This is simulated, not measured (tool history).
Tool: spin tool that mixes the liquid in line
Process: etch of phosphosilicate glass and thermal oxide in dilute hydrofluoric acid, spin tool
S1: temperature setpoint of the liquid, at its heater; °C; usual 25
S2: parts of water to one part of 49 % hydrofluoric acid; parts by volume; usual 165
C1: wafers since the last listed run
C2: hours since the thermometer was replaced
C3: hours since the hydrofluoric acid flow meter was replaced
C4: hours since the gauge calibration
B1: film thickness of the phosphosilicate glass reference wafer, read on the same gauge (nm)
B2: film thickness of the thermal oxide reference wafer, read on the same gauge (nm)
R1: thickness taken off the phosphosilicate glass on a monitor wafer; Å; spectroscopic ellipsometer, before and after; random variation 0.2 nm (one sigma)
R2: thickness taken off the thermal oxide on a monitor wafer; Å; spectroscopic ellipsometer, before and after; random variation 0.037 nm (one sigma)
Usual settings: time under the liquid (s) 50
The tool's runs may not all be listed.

{"run": 1, "hour": 0.0, "S1": 25, "S2": 110, "time under the liquid (s)": 50, "C1": 0, "C2": 1454.4, "C3": 368.3, "C4": 352.1, "B1": 30.04, "B2": 150.001, "R1": 331.6, "R2": 21.98}
{"hour": 10.6, "done": "gauge calibrated"}
{"run": 2, "hour": 41.8, "S1": 25, "S2": 165, "time under the liquid (s)": 50, "C1": 627, "C2": 1496.2, "C3": 410.1, "C4": 31.2, "B1": 29.98, "B2": 150.005, "R1": 202.4, "R2": 14.31}
{"run": 3, "hour": 81.7, "S1": 25, "S2": 165, "time under the liquid (s)": 50, "C1": 599, "C2": 1536.1, "C3": 450, "C4": 71.1, "B1": 30, "B2": 149.983, "R1": 206.1, "R2": 13.63}
{"run": 4, "hour": 143.8, "S1": 25, "S2": 165, "time under the liquid (s)": 50, "C1": 932, "C2": 1598.2, "C3": 512.1, "C4": 133.2, "B1": 30.01, "B2": 150.006, "R1": 205.2, "R2": 13.7}
{"run": 5, "hour": 208.8, "S1": 25, "S2": 165, "time under the liquid (s)": 50, "C1": 976, "C2": 1663.2, "C3": 577.1, "C4": 198.2, "B1": 29.98, "B2": 149.986, "R1": 202, "R2": 13.01}
{"run": 6, "hour": 262.6, "S1": 25, "S2": 165, "time under the liquid (s)": 50, "C1": 808, "C2": 1717, "C3": 630.9, "C4": 252, "B1": 30.05, "B2": 149.999, "R1": 198.8, "R2": 13.84}
{"run": 7, "hour": 343.9, "S1": 25, "S2": 165, "time under the liquid (s)": 50, "C1": 1221, "C2": 1798.3, "C3": 712.2, "C4": 333.3, "B1": 29.99, "B2": 150.027, "R1": 197.7, "R2": 12.53}
{"hour": 358.9, "done": "hydrofluoric acid flow meter replaced"}
{"hour": 375.2, "done": "thermometer replaced"}
{"run": 8, "hour": 378.6, "S1": 27, "S2": 110, "time under the liquid (s)": 40, "C1": 491, "C2": 3.4, "C3": 19.7, "C4": 368, "B1": 30.05, "B2": 150.007, "R1": 294.2, "R2": 20.01}
{"run": 9, "hour": 442.5, "S1": 27, "S2": 110, "time under the liquid (s)": 40, "C1": 959, "C2": 67.3, "C3": 83.6, "C4": 431.9, "B1": 30.04, "B2": 150.004, "R1": 294.4, "R2": 19.4}
{"hour": 458.4, "done": "gauge calibrated"}
{"run": 10, "hour": 473.0, "S1": 22.5, "S2": 90, "time under the liquid (s)": 25, "C1": 458, "C2": 97.8, "C3": 114.1, "C4": 14.6, "B1": 29.99, "B2": 149.985, "R1": 190.8, "R2": 13.04}
{"run": 11, "hour": 513.9, "S1": 26.5, "S2": 100, "time under the liquid (s)": 40, "C1": 614, "C2": 138.7, "C3": 155, "C4": 55.5, "B1": 30.01, "B2": 150.008, "R1": 322.4, "R2": 21.24}
{"run": 12, "hour": 547.1, "S1": 23, "S2": 95, "time under the liquid (s)": 65, "C1": 498, "C2": 171.9, "C3": 188.2, "C4": 88.7, "B1": 29.97, "B2": 150.001, "R1": 477.3, "R2": 33.44}
{"run": 13, "hour": 614.6, "S1": 27.5, "S2": 165, "time under the liquid (s)": 50, "C1": 1013, "C2": 239.4, "C3": 255.7, "C4": 156.2, "B1": 29.99, "B2": 149.993, "R1": 229.4, "R2": 15.67}
{"run": 14, "hour": 660.1, "S1": 29.5, "S2": 190, "time under the liquid (s)": 60, "C1": 683, "C2": 284.9, "C3": 301.2, "C4": 201.7, "B1": 30.02, "B2": 149.969, "R1": 248, "R2": 16.39}

How the hidden state differs across the entries between the runs, from the last listed run before each to the first after it:
Between runs 1 and 2: gauge calibrated (hour 10.6)
  hydrofluoric acid flow below the setpoint (%): 3.79 -> 4.17
  measured less the result without the state, R1: -15 -> -10.6 Å; R2: -0.99 -> -0.75 Å
Between runs 7 and 8: hydrofluoric acid flow meter replaced (hour 358.9); thermometer replaced (hour 375.2)
  hydrofluoric acid flow below the setpoint (%): 6.85 -> 0.507
  measured less the result without the state, R1: -17.5 -> -1.7 Å; R2: -1.11 -> -0.12 Å
Between runs 9 and 10: gauge calibrated (hour 458.4)
  hydrofluoric acid flow below the setpoint (%): 1.08 -> 1.35
  measured less the result without the state, R1: -3.7 -> -2.9 Å; R2: -0.24 -> -0.2 Å
